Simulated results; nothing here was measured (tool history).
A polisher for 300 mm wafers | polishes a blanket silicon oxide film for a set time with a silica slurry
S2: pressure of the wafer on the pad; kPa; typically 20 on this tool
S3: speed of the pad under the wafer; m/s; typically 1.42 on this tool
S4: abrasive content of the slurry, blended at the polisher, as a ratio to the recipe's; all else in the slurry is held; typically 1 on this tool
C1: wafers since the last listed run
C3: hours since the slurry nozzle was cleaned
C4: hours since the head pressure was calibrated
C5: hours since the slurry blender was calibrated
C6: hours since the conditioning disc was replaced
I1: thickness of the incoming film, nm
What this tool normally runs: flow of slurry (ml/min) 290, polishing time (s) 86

run 1 hour=0 | flow_of_slurry_(ml/min)=290 S2=20 S3=1.42 S4=1 polishing_time_(s)=86 | C1=0 wafers_polished_on_this_pad=1422 C3=221.6 C4=605.2 C5=332.4 C6=168.5 | I1=1627.5 | film_removed_(Å)=2218
run 2 hour=62 | flow_of_slurry_(ml/min)=290 S2=20 S3=1.42 S4=1 polishing_time_(s)=86 | C1=649 wafers_polished_on_this_pad=2072 C3=283.6 C4=667.2 C5=394.4 C6=230.5 | I1=1631.5 | film_removed_(Å)=2220
run 3 hour=91.1 | flow_of_slurry_(ml/min)=290 S2=20 S3=1.42 S4=1 polishing_time_(s)=86 | C1=304 wafers_polished_on_this_pad=2377 C3=312.7 C4=696.3 C5=423.5 C6=259.6 | I1=1607.2 | film_removed_(Å)=2144
-- hour=100.5 slurry blender recalibrated
run 4 hour=134.9 | flow_of_slurry_(ml/min)=290 S2=20 S3=1.42 S4=1 polishing_time_(s)=86 | C1=437 wafers_polished_on_this_pad=2815 C3=356.5 C4=740.1 C5=34.4 C6=303.4 | I1=1601 | film_removed_(Å)=2096
-- hour=174 conditioning disc replaced and pad reconditioned
run 5 hour=183.8 | flow_of_slurry_(ml/min)=290 S2=20 S3=1.26 S4=1 polishing_time_(s)=86 | C1=491 wafers_polished_on_this_pad=3306 C3=405.4 C4=789 C5=83.3 C6=9.8 | I1=1596.6 | film_removed_(Å)=1837
-- hour=195.4 worn pad replaced by a new one
run 6 hour=224.9 | flow_of_slurry_(ml/min)=290 S2=20 S3=1.26 S4=1 polishing_time_(s)=86 | C1=388 wafers_polished_on_this_pad=308 C3=446.5 C4=830.1 C5=124.4 C6=50.9 | I1=1610 | film_removed_(Å)=2075
run 7 hour=249.6 | flow_of_slurry_(ml/min)=290 S2=20 S3=1.26 S4=1 polishing_time_(s)=86 | C1=258 wafers_polished_on_this_pad=567 C3=471.2 C4=854.8 C5=149.1 C6=75.6 | I1=1574.2 | film_removed_(Å)=2081
run 8 hour=316.6 | flow_of_slurry_(ml/min)=290 S2=20 S3=1.42 S4=1 polishing_time_(s)=86 | C1=701 wafers_polished_on_this_pad=1269 C3=538.2 C4=921.8 C5=216.1 C6=142.6 | I1=1595.6 | film_removed_(Å)=2290
run 9 hour=353.6 | flow_of_slurry_(ml/min)=290 S2=20 S3=1.42 S4=1 polishing_time_(s)=86 | C1=387 wafers_polished_on_this_pad=1656 C3=575.2 C4=958.8 C5=253.1 C6=179.6 | I1=1609.4 | film_removed_(Å)=2226
run 10 hour=417.3 | flow_of_slurry_(ml/min)=290 S2=16.5 S3=1.82 S4=0.9 polishing_time_(s)=86 | C1=667 wafers_polished_on_this_pad=2324 C3=638.9 C4=1022.5 C5=316.8 C6=243.3 | I1=1618.5 | film_removed_(Å)=2015
run 11 hour=443.8 | flow_of_slurry_(ml/min)=290 S2=13.8 S3=1.42 S4=0.7 polishing_time_(s)=86 | C1=277 wafers_polished_on_this_pad=2602 C3=665.4 C4=1049 C5=343.3 C6=269.8 | I1=1583.5 | film_removed_(Å)=1103
-- hour=458.2 worn pad replaced by a new one
run 12 hour=515.2 | flow_of_slurry_(ml/min)=380 S2=20 S3=1.42 S4=1 polishing_time_(s)=58 | C1=706 wafers_polished_on_this_pad=596 C3=736.8 C4=1120.4 C5=414.7 C6=341.2 | I1=1632.1 | film_removed_(Å)=1601
-- hour=518.6 conditioning disc replaced and pad reconditioned
-- hour=530.9 slurry blender recalibrated
run 13 hour=575.8 | flow_of_slurry_(ml/min)=290 S2=20 S3=1.42 S4=1 polishing_time_(s)=86 | C1=592 wafers_polished_on_this_pad=1189 C3=797.4 C4=1181 C5=44.9 C6=57.2 | I1=1577.1 | film_removed_(Å)=2269
-- hour=648 head pressure recalibrated
run 14 hour=653.5 | flow_of_slurry_(ml/min)=290 S2=20 S3=1.42 S4=1 polishing_time_(s)=92 | C1=793 wafers_polished_on_this_pad=1983 C3=875.1 C4=5.5 C5=122.6 C6=134.9 | I1=1626.6 | film_removed_(Å)=2331
-- hour=715.5 slurry nozzle cleaned
run 15 hour=717.9 | flow_of_slurry_(ml/min)=290 S2=22.1 S3=1.42 S4=1.2 polishing_time_(s)=99 | C1=664 wafers_polished_on_this_pad=2647 C3=2.4 C4=69.9 C5=187 C6=199.3 | I1=1582.5 | film_removed_(Å)=2974
run 16 hour=748.6 | flow_of_slurry_(ml/min)=355 S2=20 S3=1.64 S4=0.7 polishing_time_(s)=75 | C1=321 wafers_polished_on_this_pad=2968 C3=33.1 C4=100.6 C5=217.7 C6=230 | I1=1610.1 | film_removed_(Å)=1498
-- hour=758.4 worn pad replaced by a new one
run 17 hour=801 | flow_of_slurry_(ml/min)=290 S2=20 S3=1.42 S4=1 polishing_time_(s)=86 | C1=507 wafers_polished_on_this_pad=445 C3=85.5 C4=153 C5=270.1 C6=282.4 | I1=1579.8 | film_removed_(Å)=2245
-- hour=806.7 conditioning disc replaced and pad reconditioned
run 18 hour=852.1 | flow_of_slurry_(ml/min)=290 S2=20 S3=1.42 S4=1.2 polishing_time_(s)=62 | C1=514 wafers_polished_on_this_pad=960 C3=136.6 C4=204.1 C5=321.2 C6=45.4 | I1=1601.2 | film_removed_(Å)=1816
run 19 hour=906.5 | flow_of_slurry_(ml/min)=355 S2=20 S3=1.42 S4=1.1 polishing_time_(s)=104 | C1=569 wafers_polished_on_this_pad=1530 C3=191 C4=258.5 C5=375.6 C6=99.8 | I1=1628.2 | film_removed_(Å)=2906
run 20 hour=957.7 | flow_of_slurry_(ml/min)=290 S2=20 S3=1.42 S4=1.15 polishing_time_(s)=77 | C1=536 wafers_polished_on_this_pad=2066 C3=242.2 C4=309.7 C5=426.8 C6=151 | I1=1582.5 | film_removed_(Å)=2132
-- hour=994.7 slurry blender recalibrated
run 21 hour=1012.6 | flow_of_slurry_(ml/min)=345 S2=26.2 S3=1.28 S4=1.15 polishing_time_(s)=86 | C1=554 wafers_polished_on_this_pad=2620 C3=297.1 C4=364.6 C5=17.9 C6=205.9 | I1=1577.4 | film_removed_(Å)=2755
-- hour=1024.8 worn pad replaced by a new one
run 22 hour=1050.8 | flow_of_slurry_(ml/min)=290 S2=20 S3=1.16 S4=1 polishing_time_(s)=86 | C1=358 wafers_polished_on_this_pad=272 C3=335.3 C4=402.8 C5=56.1 C6=244.1 | I1=1594.7 | film_removed_(Å)=1966
run 23 hour=1095.6 | flow_of_slurry_(ml/min)=355 S2=17.2 S3=1.42 S4=1 polishing_time_(s)=86 | C1=469 wafers_polished_on_this_pad=742 C3=380.1 C4=447.6 C5=100.9 C6=288.9 | I1=1595.6 | film_removed_(Å)=2007
-- hour=1108 conditioning disc replaced and pad reconditioned
run 24 hour=1205.7 | flow_of_slurry_(ml/min)=290 S2=20 S3=1.42 S4=1 polishing_time_(s)=86 | C1=1132 wafers_polished_on_this_pad=1874 C3=490.2 C4=557.7 C5=211 C6=97.7 | I1=1625.1 | film_removed_(Å)=2189

Alternative continuations, all from the tool just after run 24; predict every row:
run A hour=1206.2 | flow_of_slurry_(ml/min)=290 S2=20 S3=1.42 S4=1 polishing_time_(s)=86 | C1=5 wafers_polished_on_this_pad=1879 C3=490.7 C4=558.2 C5=211.5 C6=98.2 | I1=1567.5 | film_removed_(Å)=?
run B hour=1206.2 | flow_of_slurry_(ml/min)=315 S2=24.8 S3=1.28 S4=1 polishing_time_(s)=86 | C1=5 wafers_polished_on_this_pad=1879 C3=490.7 C4=558.2 C5=211.5 C6=98.2 | I1=1567.5 | film_removed_(Å)=?
run C hour=1206.2 | flow_of_slurry_(ml/min)=325 S2=20 S3=1.42 S4=1 polishing_time_(s)=86 | C1=5 wafers_polished_on_this_pad=1879 C3=490.7 C4=558.2 C5=211.5 C6=98.2 | I1=1567.5 | film_removed_(Å)=?
run D hour=1206.2 | flow_of_slurry_(ml/min)=290 S2=20 S3=1.8 S4=1 polishing_time_(s)=86 | C1=5 wafers_polished_on_this_pad=1879 C3=490.7 C4=558.2 C5=211.5 C6=98.2 | I1=1567.5 | film_removed_(Å)=?
run E hour=1206.2 | flow_of_slurry_(ml/min)=290 S2=22.1 S3=1.42 S4=0.75 polishing_time_(s)=86 | C1=5 wafers_polished_on_this_pad=1879 C3=490.7 C4=558.2 C5=211.5 C6=98.2 | I1=1567.5 | film_removed_(Å)=?

run=A film_removed_(Å)=2214
run=B film_removed_(Å)=2547
run=C film_removed_(Å)=2234
run=D film_removed_(Å)=2677
run=E film_removed_(Å)=1931
With no hidden state in the tool, these same runs would have given:
run=A film_removed_(Å)=2322
run=B film_removed_(Å)=2671
run=C film_removed_(Å)=2344
run=D film_removed_(Å)=2808
run=E film_removed_(Å)=2026
